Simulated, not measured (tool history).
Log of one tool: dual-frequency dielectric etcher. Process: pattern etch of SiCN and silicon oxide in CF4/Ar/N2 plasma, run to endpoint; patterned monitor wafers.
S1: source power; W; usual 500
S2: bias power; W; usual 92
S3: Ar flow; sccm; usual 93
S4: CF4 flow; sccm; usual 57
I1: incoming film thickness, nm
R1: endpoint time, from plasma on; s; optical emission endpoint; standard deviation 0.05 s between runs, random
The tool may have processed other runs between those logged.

run	hour	S1	S2	S3	S4	I1	R1
1	0	500	92	93	57	10.39	8.9
2	20.9	500	92	93	57	10.55	9.1
3	40.8	500	92	93	57	10.42	8.9
4	54	540	92	93	57	10.37	8.4
5	79.9	540	92	93	57	10.36	8.3
# hour 127.6: bias power generator calibrated
# hour 128.7: upper electrode replaced
6	129.2	540	92	93	57	10.34	8.4
7	130.2	500	92	93	57	10.48	8.9
# hour 136.5: CF4 flow controller replaced
# hour 151.8: source power generator calibrated
8	152.3	420	114	114	52	10.52	9.7
# hour 184: wet clean of the chamber
9	184.5	500	92	101	57	10.36	9.3
10	208.8	500	92	113	64	10.49	9.4
11	228.1	500	92	106	57	10.46	9.4
# hour 235.8: Ar flow controller replaced
12	249	500	92	93	57	10.42	9.1
13	272.4	500	92	93	57	10.31	9
14	306.1	500	92	103	50	10.37	9.4
15	337.4	500	105	93	52	10.42	8.7

For each run, what was the tool's unlogged condition?
source power that arrives over what is set, %: 0 in every run
bias power that arrives over what is set, %: 0 in every run
Ar flow that arrives over what is set, %: 0 in every run
CF4 flow that arrives over what is set, %: 0 in every run
H1: etch rate over this chamber's usual, %
run	H1
1	3.01
2	3.16
3	3.31
4	3.41
5	3.61
6	3.98
7	3.98
8	4.15
9	0.181
10	0.363
11	0.507
12	0.664
13	0.839
14	1.09
15	1.33

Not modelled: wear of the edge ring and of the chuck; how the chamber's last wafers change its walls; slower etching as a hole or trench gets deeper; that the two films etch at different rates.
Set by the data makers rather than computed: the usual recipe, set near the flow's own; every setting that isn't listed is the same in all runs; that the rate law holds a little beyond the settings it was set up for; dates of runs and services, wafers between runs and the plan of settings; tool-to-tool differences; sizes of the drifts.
